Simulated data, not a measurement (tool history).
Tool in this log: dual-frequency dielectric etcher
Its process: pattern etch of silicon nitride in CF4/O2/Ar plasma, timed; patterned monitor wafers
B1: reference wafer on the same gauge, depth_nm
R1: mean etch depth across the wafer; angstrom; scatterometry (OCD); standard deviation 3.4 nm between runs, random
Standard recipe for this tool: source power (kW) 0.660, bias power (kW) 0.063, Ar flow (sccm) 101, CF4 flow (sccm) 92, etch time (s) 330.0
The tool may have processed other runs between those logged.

run 1 hour=0.0 | source_power_(kW)=0.660 bias_power_(kW)=0.063 Ar_flow_(sccm)=101 CF4_flow_(sccm)=92 etch_time_(s)=330.0 | B1=911.0 | R1=8679
run 2 hour=28.7 | source_power_(kW)=0.560 bias_power_(kW)=0.057 Ar_flow_(sccm)=84 CF4_flow_(sccm)=92 etch_time_(s)=233.5 | B1=912.3 | R1=5271
run 3 hour=77.2 | source_power_(kW)=0.660 bias_power_(kW)=0.076 Ar_flow_(sccm)=101 CF4_flow_(sccm)=92 etch_time_(s)=257.5 | B1=913.2 | R1=7250
run 4 hour=112.1 | source_power_(kW)=0.660 bias_power_(kW)=0.063 Ar_flow_(sccm)=101 CF4_flow_(sccm)=92 etch_time_(s)=418.5 | B1=912.4 | R1=11008
run 5 hour=140.3 | source_power_(kW)=0.810 bias_power_(kW)=0.068 Ar_flow_(sccm)=101 CF4_flow_(sccm)=92 etch_time_(s)=330.0 | B1=911.6 | R1=10632
-- hour=169.8 wet clean of the chamber
run 6 hour=174.8 | source_power_(kW)=0.660 bias_power_(kW)=0.063 Ar_flow_(sccm)=101 CF4_flow_(sccm)=92 etch_time_(s)=330.0 | B1=913.3 | R1=8895
run 7 hour=203.0 | source_power_(kW)=0.560 bias_power_(kW)=0.063 Ar_flow_(sccm)=80 CF4_flow_(sccm)=98 etch_time_(s)=330.0 | B1=912.8 | R1=7907
run 8 hour=227.3 | source_power_(kW)=0.780 bias_power_(kW)=0.049 Ar_flow_(sccm)=85 CF4_flow_(sccm)=92 etch_time_(s)=367.5 | B1=911.4 | R1=10729
-- hour=242.6 source power generator calibrated
run 9 hour=288.9 | source_power_(kW)=0.660 bias_power_(kW)=0.063 Ar_flow_(sccm)=101 CF4_flow_(sccm)=92 etch_time_(s)=330.0 | B1=911.9 | R1=8837
run 10 hour=352.8 | source_power_(kW)=0.660 bias_power_(kW)=0.063 Ar_flow_(sccm)=101 CF4_flow_(sccm)=102 etch_time_(s)=330.0 | B1=911.4 | R1=8866
run 11 hour=414.4 | source_power_(kW)=0.790 bias_power_(kW)=0.063 Ar_flow_(sccm)=101 CF4_flow_(sccm)=92 etch_time_(s)=330.0 | B1=910.9 | R1=10354
-- hour=473.9 CF4 flow controller replaced
-- hour=491.8 upper electrode replaced
run 12 hour=492.3 | source_power_(kW)=0.660 bias_power_(kW)=0.063 Ar_flow_(sccm)=101 CF4_flow_(sccm)=92 etch_time_(s)=394.0 | B1=912.9 | R1=10475
run 13 hour=555.2 | source_power_(kW)=0.660 bias_power_(kW)=0.063 Ar_flow_(sccm)=101 CF4_flow_(sccm)=92 etch_time_(s)=403.0 | B1=910.6 | R1=10679
run 14 hour=586.1 | source_power_(kW)=0.660 bias_power_(kW)=0.063 Ar_flow_(sccm)=124 CF4_flow_(sccm)=92 etch_time_(s)=330.0 | B1=910.9 | R1=8586
run 15 hour=615.3 | source_power_(kW)=0.530 bias_power_(kW)=0.063 Ar_flow_(sccm)=90 CF4_flow_(sccm)=101 etch_time_(s)=330.0 | B1=912.1 | R1=7438
run 16 hour=664.5 | source_power_(kW)=0.750 bias_power_(kW)=0.063 Ar_flow_(sccm)=101 CF4_flow_(sccm)=109 etch_time_(s)=330.0 | B1=910.8 | R1=9932
-- hour=725.7 wet clean of the chamber
run 17 hour=777.8 | source_power_(kW)=0.660 bias_power_(kW)=0.063 Ar_flow_(sccm)=101 CF4_flow_(sccm)=92 etch_time_(s)=330.0 | B1=912.2 | R1=8809
run 18 hour=805.8 | source_power_(kW)=0.660 bias_power_(kW)=0.063 Ar_flow_(sccm)=101 CF4_flow_(sccm)=92 etch_time_(s)=330.0 | B1=911.0 | R1=8816
run 19 hour=864.1 | source_power_(kW)=0.660 bias_power_(kW)=0.063 Ar_flow_(sccm)=101 CF4_flow_(sccm)=92 etch_time_(s)=330.0 | B1=911.0 | R1=8794
run 20 hour=906.2 | source_power_(kW)=0.660 bias_power_(kW)=0.063 Ar_flow_(sccm)=101 CF4_flow_(sccm)=92 etch_time_(s)=390.5 | B1=911.4 | R1=10446
run 21 hour=945.3 | source_power_(kW)=0.660 bias_power_(kW)=0.063 Ar_flow_(sccm)=101 CF4_flow_(sccm)=92 etch_time_(s)=424.5 | B1=910.9 | R1=11304
run 22 hour=976.0 | source_power_(kW)=0.610 bias_power_(kW)=0.063 Ar_flow_(sccm)=79 CF4_flow_(sccm)=92 etch_time_(s)=242.0 | B1=913.1 | R1=6167

Below are 3 alternative next runs, each starting from the tool's condition after run 22. Predict each:
run A hour=976.5 | source_power_(kW)=0.660 bias_power_(kW)=0.063 Ar_flow_(sccm)=101 CF4_flow_(sccm)=92 etch_time_(s)=330.0 | B1=? | R1=?
run B hour=976.5 | source_power_(kW)=0.660 bias_power_(kW)=0.063 Ar_flow_(sccm)=89 CF4_flow_(sccm)=92 etch_time_(s)=330.0 | B1=? | R1=?
run C hour=976.5 | source_power_(kW)=0.660 bias_power_(kW)=0.063 Ar_flow_(sccm)=119 CF4_flow_(sccm)=92 etch_time_(s)=285.0 | B1=? | R1=?

run=A B1=911.4 R1=8811
run=B B1=911.4 R1=8922
run=C B1=911.4 R1=7479
Without the tool's hidden state the same runs would have given:
run=A R1=8845
run=B R1=8958
run=C R1=7507

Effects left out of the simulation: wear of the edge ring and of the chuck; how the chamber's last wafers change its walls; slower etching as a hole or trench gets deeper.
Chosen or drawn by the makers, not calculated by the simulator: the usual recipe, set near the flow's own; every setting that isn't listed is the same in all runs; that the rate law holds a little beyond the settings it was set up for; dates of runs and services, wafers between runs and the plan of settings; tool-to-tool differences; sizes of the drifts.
